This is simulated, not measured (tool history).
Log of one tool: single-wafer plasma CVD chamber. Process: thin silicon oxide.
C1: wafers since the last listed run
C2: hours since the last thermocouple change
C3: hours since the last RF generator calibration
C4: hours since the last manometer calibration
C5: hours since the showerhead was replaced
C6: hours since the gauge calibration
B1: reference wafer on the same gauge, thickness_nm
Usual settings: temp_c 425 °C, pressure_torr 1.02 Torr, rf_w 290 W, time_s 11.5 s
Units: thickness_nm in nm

run 1 hour=0 | temp_c=425 pressure_torr=1.02 rf_w=290 time_s=11.5 | C1=0 C2=1590 C3=225.4 C4=1681.1 C5=5566.8 C6=794.9 | B1=25.608 | thickness_nm=23.872
run 2 hour=72.5 | temp_c=425 pressure_torr=1.02 rf_w=290 time_s=11.5 | C1=2814 C2=1662.5 C3=297.9 C4=1753.6 C5=5639.3 C6=867.4 | B1=25.591 | thickness_nm=23.858
run 3 hour=154.6 | temp_c=425 pressure_torr=1.02 rf_w=290 time_s=11.5 | C1=3187 C2=1744.6 C3=380 C4=1835.7 C5=5721.4 C6=949.5 | B1=25.532 | thickness_nm=24.155
run 4 hour=259.9 | temp_c=433 pressure_torr=1.02 rf_w=290 time_s=11.5 | C1=4087 C2=1849.9 C3=485.3 C4=1941 C5=5826.7 C6=1054.8 | B1=25.494 | thickness_nm=23.728
run 5 hour=319.8 | temp_c=416 pressure_torr=1.02 rf_w=290 time_s=11.5 | C1=2325 C2=1909.8 C3=545.2 C4=2000.9 C5=5886.6 C6=1114.7 | B1=25.376 | thickness_nm=23.72
run 6 hour=371 | temp_c=425 pressure_torr=1.02 rf_w=290 time_s=11.5 | C1=1987 C2=1961 C3=596.4 C4=2052.1 C5=5937.8 C6=1165.9 | B1=25.425 | thickness_nm=23.711
-- hour=464.8 capacitance manometer re-zeroed and calibrated
run 7 hour=688.6 | temp_c=425 pressure_torr=1.02 rf_w=290 time_s=11.5 | C1=12019 C2=2278.6 C3=914 C4=223.8 C5=6255.4 C6=1483.5 | B1=25.104 | thickness_nm=23.59
-- hour=699.8 RF generator calibrated
run 8 hour=764.9 | temp_c=425 pressure_torr=1.02 rf_w=290 time_s=11.5 | C1=2651 C2=2354.9 C3=65.1 C4=300.1 C5=6331.7 C6=1559.8 | B1=25.018 | thickness_nm=23.371
run 9 hour=819.2 | temp_c=414 pressure_torr=1.02 rf_w=290 time_s=11.5 | C1=2108 C2=2409.2 C3=119.4 C4=354.4 C5=6386 C6=1614.1 | B1=24.897 | thickness_nm=23.395
-- hour=824.4 gauge calibrated
run 10 hour=917.1 | temp_c=437 pressure_torr=1.02 rf_w=290 time_s=11.5 | C1=3800 C2=2507.1 C3=217.3 C4=452.3 C5=6483.9 C6=92.7 | B1=25.749 | thickness_nm=23.531
-- hour=965.7 showerhead replaced
run 11 hour=989.5 | temp_c=439 pressure_torr=0.93 rf_w=235 time_s=11.5 | C1=2500 C2=2579.5 C3=289.7 C4=524.7 C5=23.8 C6=165.1 | B1=25.72 | thickness_nm=18.154
-- hour=1051 thermocouple changed; heater temperature recalibrated
run 12 hour=1091 | temp_c=425 pressure_torr=1.24 rf_w=270 time_s=11.5 | C1=3629 C2=40 C3=391.2 C4=626.2 C5=125.3 C6=266.6 | B1=25.728 | thickness_nm=26.419
run 13 hour=1148.3 | temp_c=416 pressure_torr=1.02 rf_w=290 time_s=11.5 | C1=2224 C2=97.3 C3=448.5 C4=683.5 C5=182.6 C6=323.9 | B1=25.703 | thickness_nm=24.294
run 14 hour=1194.4 | temp_c=425 pressure_torr=1.02 rf_w=290 time_s=11.5 | C1=1789 C2=143.4 C3=494.6 C4=729.6 C5=228.7 C6=370 | B1=25.646 | thickness_nm=23.811
run 15 hour=1500.5 | temp_c=425 pressure_torr=1.02 rf_w=325 time_s=11.5 | C1=11883 C2=449.5 C3=800.7 C4=1035.7 C5=534.8 C6=676.1 | B1=25.634 | thickness_nm=25.489

Measured less the same run without the tool's hidden state. The same run-to-run variation is in both; the gauge's scatter may not be:
The hidden state here: wafer temperature above the value expected at the setpoint (K); delivered RF power above the setpoint (%); true pressure above the setpoint (%); gauge reads high (%).
run=1 thickness_nm=-0.075
run=2 thickness_nm=-0.111
run=3 thickness_nm=-0.16
run=4 thickness_nm=-0.224
run=5 thickness_nm=-0.264
run=6 thickness_nm=-0.301
run=7 thickness_nm=-0.565
run=8 thickness_nm=-0.633
run=9 thickness_nm=-0.689
run=10 thickness_nm=+0.038
run=11 thickness_nm=+0.025
run=12 thickness_nm=+0.021
run=13 thickness_nm=+0.009
run=14 thickness_nm=-0.001
run=15 thickness_nm=-0.107
